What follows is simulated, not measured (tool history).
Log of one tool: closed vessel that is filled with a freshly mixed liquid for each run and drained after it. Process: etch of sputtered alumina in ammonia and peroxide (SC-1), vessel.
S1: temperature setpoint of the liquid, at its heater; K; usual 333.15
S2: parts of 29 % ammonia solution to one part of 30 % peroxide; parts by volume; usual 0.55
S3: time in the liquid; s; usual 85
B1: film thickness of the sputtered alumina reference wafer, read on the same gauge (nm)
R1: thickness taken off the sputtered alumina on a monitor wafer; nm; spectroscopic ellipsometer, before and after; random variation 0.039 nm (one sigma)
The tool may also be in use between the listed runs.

{"run": 1, "hour": 0.0, "S1": 333.15, "S2": 0.55, "S3": 85, "B1": 87.352, "R1": 5.231}
{"run": 2, "hour": 54.2, "S1": 333.15, "S2": 0.55, "S3": 100, "B1": 87.141, "R1": 6.09}
{"hour": 82.0, "done": "new drum of ammonia solution connected"}
{"run": 3, "hour": 103.3, "S1": 333.15, "S2": 0.55, "S3": 100, "B1": 86.969, "R1": 6.056}
{"run": 4, "hour": 144.5, "S1": 333.15, "S2": 0.4, "S3": 85, "B1": 86.846, "R1": 4.943}
{"run": 5, "hour": 184.1, "S1": 333.15, "S2": 0.4, "S3": 85, "B1": 86.66, "R1": 4.928}
{"run": 6, "hour": 241.7, "S1": 333.15, "S2": 0.4, "S3": 85, "B1": 86.468, "R1": 4.942}
{"run": 7, "hour": 269.1, "S1": 333.15, "S2": 0.55, "S3": 85, "B1": 86.376, "R1": 5.09}
{"run": 8, "hour": 302.1, "S1": 333.15, "S2": 0.55, "S3": 85, "B1": 86.266, "R1": 5.125}
{"run": 9, "hour": 359.0, "S1": 333.15, "S2": 0.55, "S3": 85, "B1": 86.057, "R1": 5.126}
{"hour": 373.5, "done": "new drum of ammonia solution connected"}
{"run": 10, "hour": 390.7, "S1": 333.15, "S2": 0.55, "S3": 85, "B1": 85.933, "R1": 5.092}
{"hour": 395.0, "done": "ammonia flow meter replaced"}
{"run": 11, "hour": 425.1, "S1": 336.15, "S2": 0.55, "S3": 85, "B1": 85.815, "R1": 5.854}
{"run": 12, "hour": 574.4, "S1": 324.65, "S2": 0.4, "S3": 70, "B1": 85.286, "R1": 2.609}
{"hour": 602.6, "done": "thermometer replaced"}
{"run": 13, "hour": 635.9, "S1": 333.15, "S2": 0.7, "S3": 85, "B1": 85.05, "R1": 5.215}
{"hour": 655.4, "done": "new drum of ammonia solution connected"}
{"run": 14, "hour": 669.5, "S1": 326.65, "S2": 0.45, "S3": 105, "B1": 84.932, "R1": 4.388}
{"run": 15, "hour": 698.3, "S1": 338.15, "S2": 0.55, "S3": 120, "B1": 84.838, "R1": 9.219}
{"hour": 722.4, "done": "gauge calibrated"}
{"run": 16, "hour": 738.1, "S1": 340.15, "S2": 0.55, "S3": 55, "B1": 90.328, "R1": 4.913}
{"run": 17, "hour": 810.8, "S1": 333.15, "S2": 0.75, "S3": 85, "B1": 90.057, "R1": 5.471}
{"run": 18, "hour": 879.8, "S1": 333.15, "S2": 0.55, "S3": 70, "B1": 89.81, "R1": 4.392}
{"run": 19, "hour": 914.3, "S1": 327.65, "S2": 0.65, "S3": 50, "B1": 89.666, "R1": 2.413}
{"hour": 938.0, "done": "new drum of ammonia solution connected"}
{"run": 20, "hour": 985.1, "S1": 339.65, "S2": 0.4, "S3": 85, "B1": 89.425, "R1": 7.135}
{"run": 21, "hour": 1045.1, "S1": 333.15, "S2": 0.55, "S3": 85, "B1": 89.208, "R1": 5.247}
{"run": 22, "hour": 1071.6, "S1": 333.15, "S2": 0.55, "S3": 85, "B1": 89.115, "R1": 5.327}
{"run": 23, "hour": 1138.4, "S1": 333.15, "S2": 0.4, "S3": 85, "B1": 88.875, "R1": 5.187}
{"run": 24, "hour": 1167.2, "S1": 333.15, "S2": 0.55, "S3": 85, "B1": 88.781, "R1": 5.225}
{"run": 25, "hour": 1222.3, "S1": 339.15, "S2": 0.55, "S3": 60, "B1": 88.57, "R1": 5.03}
{"run": 26, "hour": 1290.3, "S1": 340.65, "S2": 0.35, "S3": 85, "B1": 88.33, "R1": 7.268}
{"hour": 1308.2, "done": "new drum of ammonia solution connected"}
{"run": 27, "hour": 1345.6, "S1": 333.15, "S2": 0.8, "S3": 45, "B1": 88.12, "R1": 2.854}

Forecast each of these 5 alternatives for the next run:
{"run": "A", "hour": 1346.3, "S1": 333.15, "S2": 0.8, "S3": 85, "B1": "?", "R1": "?"}
{"run": "B", "hour": 1346.3, "S1": 333.15, "S2": 0.25, "S3": 120, "B1": "?", "R1": "?"}
{"run": "C", "hour": 1346.3, "S1": 342.65, "S2": 0.8, "S3": 50, "B1": "?", "R1": "?"}
{"run": "D", "hour": 1346.3, "S1": 336.65, "S2": 0.35, "S3": 50, "B1": "?", "R1": "?"}
{"run": "E", "hour": 1346.3, "S1": 340.65, "S2": 0.55, "S3": 125, "B1": "?", "R1": "?"}

run=A B1=88.131 R1=5.423
run=B B1=88.131 R1=6.858
run=C B1=88.131 R1=5.115
run=D B1=88.131 R1=3.523
run=E B1=88.131 R1=11.204
Without the tool's hidden state the same runs would have given:
run=A R1=5.538
run=B R1=7.003
run=C R1=5.224
run=D R1=3.598
run=E R1=11.442
